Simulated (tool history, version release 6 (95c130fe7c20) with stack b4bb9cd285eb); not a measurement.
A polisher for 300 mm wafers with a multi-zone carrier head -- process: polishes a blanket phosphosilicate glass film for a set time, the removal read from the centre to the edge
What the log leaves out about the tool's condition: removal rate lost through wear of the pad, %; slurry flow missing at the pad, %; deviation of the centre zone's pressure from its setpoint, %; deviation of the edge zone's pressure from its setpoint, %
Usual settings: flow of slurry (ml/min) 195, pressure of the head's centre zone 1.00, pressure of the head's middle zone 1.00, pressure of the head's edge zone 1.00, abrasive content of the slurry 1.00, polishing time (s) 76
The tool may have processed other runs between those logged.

run	hour	flow of slurry (ml/min)	pressure of the head's centre zone	pressure of the head's middle zone	pressure of the head's edge zone	abrasive content of the slurry	polishing time (s)	wafers since the last listed run	wafers polished on this pad	hours since the slurry nozzle was cleaned	hours since the centre zone pressure was calibrated	hours since the edge zone pressure was calibrated	hours since the carrier head's membrane was replaced	incoming thickness of the incoming film, nm	film removed at the wafer's centre (Å)	film removed at mid-radius (Å)	film removed at the wafer's edge (Å)
1	0.0	240	1.00	1.00	1.00	1.00	76	0	786	322.8	192.1	160.0	492.8	2607.4	5483	5799	5811
2	24.6	195	1.00	1.04	1.00	1.00	76	197	984	347.4	216.7	184.6	517.4	2609.7	5446	5908	5643
3	52.2	195	1.00	1.00	1.00	1.00	76	221	1206	375.0	244.3	212.2	545.0	2603.1	5369	5676	5643
4	83.2	195	1.00	1.00	1.00	0.85	76	249	1455	406.0	275.3	243.2	576.0	2590.6	5120	5312	5366
5	99.7	195	1.11	1.11	1.00	1.20	76	132	1588	422.5	291.8	259.7	592.5	2593.1	6588	6670	6169
# hour 105.2: worn pad replaced by a new one
# hour 112.3: slurry nozzle cleaned
6	133.1	195	0.94	1.00	1.00	1.15	76	228	216	20.8	325.2	293.1	625.9	2576.4	5329	6108	6090
7	159.6	195	1.00	1.00	1.00	1.00	88	213	429	47.3	351.7	319.6	652.4	2538.0	6347	6568	6612
8	190.9	195	1.00	1.08	1.04	1.00	68	251	681	78.6	383.0	350.9	683.7	2571.1	4769	5517	5206
9	208.2	195	1.05	1.00	1.00	1.00	76	139	820	95.9	400.3	368.2	701.0	2621.7	5768	5707	5798
# hour 226.8: carrier head's membrane replaced by a new one
10	241.3	195	1.00	1.00	1.10	1.00	76	225	1046	129.0	433.4	401.3	14.5	2595.9	5439	5868	5961
11	259.4	195	0.92	1.00	1.00	1.15	76	145	1191	147.1	451.5	419.4	32.6	2630.4	5228	6027	6010
# hour 277.0: edge zone pressure recalibrated
12	285.5	195	1.00	1.00	1.00	1.00	76	193	1385	173.2	477.6	8.5	58.7	2565.4	5412	5693	5765
13	315.1	195	0.91	0.88	1.07	1.00	76	238	1623	202.8	507.2	38.1	88.3	2564.2	4795	5230	5908
# hour 330.0: worn pad replaced by a new one
14	338.2	195	1.00	1.00	1.00	1.15	76	153	66	225.9	530.3	61.2	111.4	2580.0	5682	6178	6038
15	367.0	195	1.00	1.00	1.00	1.00	76	231	297	254.7	559.1	90.0	140.2	2563.0	5370	5790	5742
16	390.3	195	1.00	0.96	1.11	1.00	91	187	485	278.0	582.4	113.3	163.5	2596.3	6350	6590	7331
17	409.2	195	1.00	0.97	1.00	1.00	76	152	637	296.9	601.3	132.2	182.4	2569.6	5324	5537	5648
# hour 430.9: centre zone pressure recalibrated
18	436.4	195	1.00	1.10	1.00	0.75	76	202	839	324.1	5.5	159.4	209.6	2585.3	4979	5441	4992
19	473.1	195	1.00	1.00	1.00	1.00	76	295	1134	360.8	42.2	196.1	246.3	2606.3	5626	5706	5685
20	492.7	195	1.05	0.90	1.00	0.80	66	157	1292	380.4	61.8	215.7	265.9	2626.5	4791	4147	4477
# hour 518.1: worn pad replaced by a new one
21	518.6	195	1.00	1.00	1.00	1.00	76	176	4	406.3	87.7	241.6	291.8	2586.3	5695	5763	5713

Some steps in film removed at the wafer's centre (Å), run to run, broken into two amounts with sign: the step expected even without the hidden condition (settings, incoming material, random variation), and the rest, left for the hidden condition together with whatever gauge scatter is not in both the measured and the hidden-condition-free result:
Run 4 -> 5: pressure of the head's centre zone 1.00 -> 1.11, pressure of the head's middle zone 1.00 -> 1.11, abrasive content of the slurry 0.85 -> 1.20. film removed at the wafer's centre (Å) +1468: hidden state -111, all else +1579.
Run 7 -> 8: pressure of the head's middle zone 1.00 -> 1.08, pressure of the head's edge zone 1.00 -> 1.04, polishing time (s) 88 -> 68. film removed at the wafer's centre (Å) -1578: hidden state +111, all else -1689.
Run 17 -> 18: pressure of the head's middle zone 0.97 -> 1.10, abrasive content of the slurry 1.00 -> 0.75, centre zone pressure recalibrated. film removed at the wafer's centre (Å) -345: hidden state +456, all else -801.
